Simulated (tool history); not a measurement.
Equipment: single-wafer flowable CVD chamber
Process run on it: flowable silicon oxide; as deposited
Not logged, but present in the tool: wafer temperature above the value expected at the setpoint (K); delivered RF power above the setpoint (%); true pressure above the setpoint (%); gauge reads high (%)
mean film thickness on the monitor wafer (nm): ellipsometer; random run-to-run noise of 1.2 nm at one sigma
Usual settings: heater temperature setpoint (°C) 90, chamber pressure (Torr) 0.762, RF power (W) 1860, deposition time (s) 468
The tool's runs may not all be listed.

run	day	heater temperature setpoint (°C)	chamber pressure (Torr)	RF power (W)	deposition time (s)	wafers since the last listed run	hours since the last thermocouple change	hours since the last RF generator calibration	hours since the last manometer calibration	hours since the showerhead was replaced	hours since the gauge calibration	read-back reference wafer on the same gauge, thickness_nm	mean film thickness on the monitor wafer (nm)
1	0.000	90	0.762	1860	468	0	1795.0	1579.9	217.9	6208.4	507.5	368.013	382.340
2	4.612	90	0.762	1860	468	600	1905.7	1690.6	328.6	6319.1	618.2	367.227	383.789
3	6.283	90	0.762	1860	443	217	1945.8	1730.7	368.7	6359.2	658.3	366.594	361.396
4	7.442	101	0.762	1860	421	150	1973.6	1758.5	396.5	6387.0	686.1	366.728	249.505
5	9.617	101	0.762	1860	421	283	2025.8	1810.7	448.7	6439.2	738.3	366.534	250.443
6	12.458	84	0.762	1860	468	369	2094.0	1878.9	516.9	6507.4	806.5	365.861	443.632
7	14.479	84	0.762	1860	468	263	2142.5	1927.4	565.4	6555.9	855.0	365.656	446.260
8	16.804	84	0.762	1860	468	302	2198.3	1983.2	621.2	6611.7	910.8	365.120	445.233
9	19.712	90	0.762	1860	516	378	2268.1	2053.0	691.0	6681.5	980.6	364.854	418.168
10	22.308	90	0.762	1860	516	337	2330.4	2115.3	753.3	6743.8	1042.9	364.575	420.061
# day 23.821: capacitance manometer re-zeroed and calibrated
11	24.362	90	0.762	1860	468	224	2379.7	2164.6	13.0	6793.1	1092.2	363.859	378.725
12	26.588	90	0.762	1860	468	289	2433.1	2218.0	66.4	6846.5	1145.6	362.946	378.065
13	27.854	90	0.762	1860	468	164	2463.5	2248.4	96.8	6876.9	1176.0	363.266	377.953
14	28.921	90	0.762	1860	468	138	2489.1	2274.0	122.4	6902.5	1201.6	362.926	375.572
15	30.588	90	0.762	1860	516	216	2529.1	2314.0	162.4	6942.5	1241.6	362.104	418.305
16	33.179	90	0.868	2165	493	337	2591.3	2376.2	224.6	7004.7	1303.8	362.236	463.742
# day 35.488: showerhead replaced
17	35.508	82	0.645	1860	524	259	2647.2	2432.1	280.5	0.5	1359.7	361.337	441.242
# day 36.679: gauge calibrated
# day 37.679: thermocouple changed; heater temperature recalibrated
18	37.700	90	0.908	2160	558	241	0.5	2484.7	333.1	53.1	24.5	367.856	558.456
19	39.058	90	0.627	1860	442	176	33.1	2517.3	365.7	85.7	57.1	367.405	298.923
# day 39.600: RF generator calibrated
20	41.617	96	0.821	1510	468	289	94.5	48.4	427.1	147.1	118.5	367.928	332.430
21	44.538	90	0.762	1860	468	380	164.6	118.5	497.2	217.2	188.6	367.605	384.008
22	46.921	90	0.762	1860	468	310	221.8	175.7	554.4	274.4	245.8	367.935	383.566
23	49.438	103	0.762	2065	468	327	282.2	236.1	614.8	334.8	306.2	367.911	266.505
24	50.933	90	0.762	1860	468	194	318.1	272.0	650.7	370.7	342.1	367.757	382.161
25	52.596	95	0.613	1860	468	216	358.0	311.9	690.6	410.6	382.0	367.273	265.530
26	55.192	78	0.686	2170	560	337	420.3	374.2	752.9	472.9	444.3	367.171	577.855
27	57.679	90	0.814	1665	521	323	480.0	433.9	812.6	532.6	504.0	366.992	446.546
# day 59.412: capacitance manometer re-zeroed and calibrated
28	60.004	85	0.661	2105	468	259	535.8	489.7	14.2	588.4	559.8	366.497	385.893
29	61.025	85	0.632	1980	561	132	560.3	514.2	38.7	612.9	584.3	366.755	437.537

Below are 3 alternative next runs, each starting from the tool's condition after run 29. Predict each:
A	61.046	90	0.762	1860	468	2	560.8	514.7	39.2	613.4	584.8	?	?
B	61.046	90	0.762	1545	437	2	560.8	514.7	39.2	613.4	584.8	?	?
C	61.046	85	0.762	2170	468	2	560.8	514.7	39.2	613.4	584.8	?	?

run	read-back reference wafer on the same gauge, thickness_nm	mean film thickness on the monitor wafer (nm)
A	366.297	383.818
B	366.297	345.315
C	366.297	448.105
With the hidden condition removed and each run's random variation left untouched, the same runs would have given:
run	mean film thickness on the monitor wafer (nm)
A	385.194
B	346.554
C	449.712

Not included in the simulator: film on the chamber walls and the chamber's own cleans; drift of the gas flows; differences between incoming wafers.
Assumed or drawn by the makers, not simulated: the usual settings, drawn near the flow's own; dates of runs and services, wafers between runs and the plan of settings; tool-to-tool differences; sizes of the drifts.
